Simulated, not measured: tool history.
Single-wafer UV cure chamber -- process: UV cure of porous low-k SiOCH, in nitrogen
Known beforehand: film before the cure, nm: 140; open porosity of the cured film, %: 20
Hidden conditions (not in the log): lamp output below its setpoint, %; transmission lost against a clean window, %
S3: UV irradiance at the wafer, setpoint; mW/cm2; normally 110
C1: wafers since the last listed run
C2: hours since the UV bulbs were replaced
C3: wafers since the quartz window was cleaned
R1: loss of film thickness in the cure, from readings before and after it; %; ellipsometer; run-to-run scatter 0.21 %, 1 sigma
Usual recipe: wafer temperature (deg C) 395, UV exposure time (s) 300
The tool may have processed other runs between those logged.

{"run": 1, "day": 0.0, "wafer temperature (deg C)": 395, "UV exposure time (s)": 265, "S3": 110, "C1": 0, "C2": 1229.2, "C3": 236, "R1": 12.009}
{"run": 2, "day": 0.508, "wafer temperature (deg C)": 395, "UV exposure time (s)": 265, "S3": 110, "C1": 64, "C2": 1241.4, "C3": 301, "R1": 11.991}
{"run": 3, "day": 1.688, "wafer temperature (deg C)": 395, "UV exposure time (s)": 265, "S3": 110, "C1": 149, "C2": 1269.7, "C3": 450, "R1": 12.058}
{"run": 4, "day": 2.675, "wafer temperature (deg C)": 395, "UV exposure time (s)": 300, "S3": 110, "C1": 125, "C2": 1293.4, "C3": 576, "R1": 12.215}
{"run": 5, "day": 4.104, "wafer temperature (deg C)": 395, "UV exposure time (s)": 300, "S3": 110, "C1": 181, "C2": 1327.7, "C3": 757, "R1": 12.058}
{"run": 6, "day": 4.942, "wafer temperature (deg C)": 395, "UV exposure time (s)": 300, "S3": 110, "C1": 106, "C2": 1347.8, "C3": 863, "R1": 12.022}
{"run": 7, "day": 5.962, "wafer temperature (deg C)": 395, "UV exposure time (s)": 300, "S3": 89, "C1": 129, "C2": 1372.3, "C3": 993, "R1": 11.12}
{"run": 8, "day": 6.621, "wafer temperature (deg C)": 395, "UV exposure time (s)": 300, "S3": 88, "C1": 83, "C2": 1388.1, "C3": 1077, "R1": 10.797}
{"run": 9, "day": 7.721, "wafer temperature (deg C)": 395, "UV exposure time (s)": 300, "S3": 88, "C1": 139, "C2": 1414.5, "C3": 1216, "R1": 10.787}
{"day": 8.771, "done": "quartz window cleaned"}
{"run": 10, "day": 8.792, "wafer temperature (deg C)": 395, "UV exposure time (s)": 300, "S3": 88, "C1": 93, "C2": 1440.2, "C3": 2, "R1": 11.582}
{"run": 11, "day": 9.496, "wafer temperature (deg C)": 380, "UV exposure time (s)": 300, "S3": 110, "C1": 89, "C2": 1457.1, "C3": 91, "R1": 12.449}
{"run": 12, "day": 10.946, "wafer temperature (deg C)": 380, "UV exposure time (s)": 300, "S3": 110, "C1": 184, "C2": 1491.9, "C3": 275, "R1": 11.638}
{"run": 13, "day": 14.358, "wafer temperature (deg C)": 395, "UV exposure time (s)": 300, "S3": 110, "C1": 433, "C2": 1573.8, "C3": 709, "R1": 11.937}
{"run": 14, "day": 16.838, "wafer temperature (deg C)": 395, "UV exposure time (s)": 300, "S3": 110, "C1": 314, "C2": 1633.3, "C3": 1023, "R1": 11.507}
{"run": 15, "day": 17.388, "wafer temperature (deg C)": 395, "UV exposure time (s)": 360, "S3": 110, "C1": 69, "C2": 1646.5, "C3": 1093, "R1": 12.232}
{"run": 16, "day": 18.721, "wafer temperature (deg C)": 395, "UV exposure time (s)": 360, "S3": 110, "C1": 169, "C2": 1678.5, "C3": 1263, "R1": 12.262}
{"run": 17, "day": 19.933, "wafer temperature (deg C)": 395, "UV exposure time (s)": 300, "S3": 110, "C1": 153, "C2": 1707.6, "C3": 1416, "R1": 11.324}
{"run": 18, "day": 20.883, "wafer temperature (deg C)": 383, "UV exposure time (s)": 300, "S3": 141, "C1": 120, "C2": 1730.4, "C3": 1537, "R1": 12.012}
{"day": 21.512, "done": "quartz window cleaned"}
{"run": 19, "day": 23.917, "wafer temperature (deg C)": 409, "UV exposure time (s)": 300, "S3": 132, "C1": 342, "C2": 1803.2, "C3": 305, "R1": 13.132}
{"run": 20, "day": 27.088, "wafer temperature (deg C)": 389, "UV exposure time (s)": 300, "S3": 110, "C1": 402, "C2": 1879.3, "C3": 707, "R1": 11.322}
{"run": 21, "day": 27.95, "wafer temperature (deg C)": 395, "UV exposure time (s)": 385, "S3": 140, "C1": 109, "C2": 1900, "C3": 817, "R1": 13.837}
{"run": 22, "day": 28.871, "wafer temperature (deg C)": 413, "UV exposure time (s)": 300, "S3": 144, "C1": 116, "C2": 1922.1, "C3": 934, "R1": 12.869}
{"run": 23, "day": 30.15, "wafer temperature (deg C)": 395, "UV exposure time (s)": 300, "S3": 110, "C1": 162, "C2": 1952.8, "C3": 1096, "R1": 11.422}
{"run": 24, "day": 30.938, "wafer temperature (deg C)": 395, "UV exposure time (s)": 300, "S3": 110, "C1": 99, "C2": 1971.7, "C3": 1196, "R1": 11.187}
{"day": 31.725, "done": "quartz window cleaned"}
{"day": 31.954, "done": "UV bulbs replaced"}
{"run": 25, "day": 32.425, "wafer temperature (deg C)": 395, "UV exposure time (s)": 300, "S3": 110, "C1": 117, "C2": 11.3, "C3": 59, "R1": 14.175}
{"run": 26, "day": 33.325, "wafer temperature (deg C)": 395, "UV exposure time (s)": 405, "S3": 110, "C1": 114, "C2": 32.9, "C3": 174, "R1": 15.513}
{"run": 27, "day": 34.704, "wafer temperature (deg C)": 413, "UV exposure time (s)": 300, "S3": 121, "C1": 175, "C2": 66, "C3": 349, "R1": 14.535}
{"run": 28, "day": 36.15, "wafer temperature (deg C)": 386, "UV exposure time (s)": 300, "S3": 110, "C1": 183, "C2": 100.7, "C3": 532, "R1": 13.038}
{"run": 29, "day": 39.658, "wafer temperature (deg C)": 395, "UV exposure time (s)": 300, "S3": 110, "C1": 445, "C2": 184.9, "C3": 978, "R1": 13.415}
{"run": 30, "day": 40.633, "wafer temperature (deg C)": 395, "UV exposure time (s)": 300, "S3": 110, "C1": 123, "C2": 208.3, "C3": 1102, "R1": 13.227}
{"run": 31, "day": 41.529, "wafer temperature (deg C)": 395, "UV exposure time (s)": 165, "S3": 110, "C1": 113, "C2": 229.8, "C3": 1215, "R1": 10.34}
{"run": 32, "day": 42.483, "wafer temperature (deg C)": 383, "UV exposure time (s)": 195, "S3": 86, "C1": 121, "C2": 252.7, "C3": 1336, "R1": 9.558}
{"run": 33, "day": 43.746, "wafer temperature (deg C)": 395, "UV exposure time (s)": 240, "S3": 91, "C1": 160, "C2": 283, "C3": 1497, "R1": 11.232}

Predict each of these 5 candidate next runs independently; none follows another, all start after run 33:
{"run": "A", "day": 43.767, "wafer temperature (deg C)": 382, "UV exposure time (s)": 300, "S3": 110, "C1": 2, "C2": 283.5, "C3": 1499, "R1": "?"}
{"run": "B", "day": 43.767, "wafer temperature (deg C)": 395, "UV exposure time (s)": 450, "S3": 147, "C1": 2, "C2": 283.5, "C3": 1499, "R1": "?"}
{"run": "C", "day": 43.767, "wafer temperature (deg C)": 395, "UV exposure time (s)": 135, "S3": 77, "C1": 2, "C2": 283.5, "C3": 1499, "R1": "?"}
{"run": "D", "day": 43.767, "wafer temperature (deg C)": 379, "UV exposure time (s)": 300, "S3": 88, "C1": 2, "C2": 283.5, "C3": 1499, "R1": "?"}
{"run": "E", "day": 43.767, "wafer temperature (deg C)": 377, "UV exposure time (s)": 300, "S3": 141, "C1": 2, "C2": 283.5, "C3": 1499, "R1": "?"}

run=A R1=12.933
run=B R1=16.666
run=C R1=7.904
run=D R1=11.805
run=E R1=14.052
Had the tool no hidden state, the same runs would have come out as:
run=A R1=14.599
run=B R1=18.385
run=C R1=9.376
run=D R1=13.433
run=E R1=15.745

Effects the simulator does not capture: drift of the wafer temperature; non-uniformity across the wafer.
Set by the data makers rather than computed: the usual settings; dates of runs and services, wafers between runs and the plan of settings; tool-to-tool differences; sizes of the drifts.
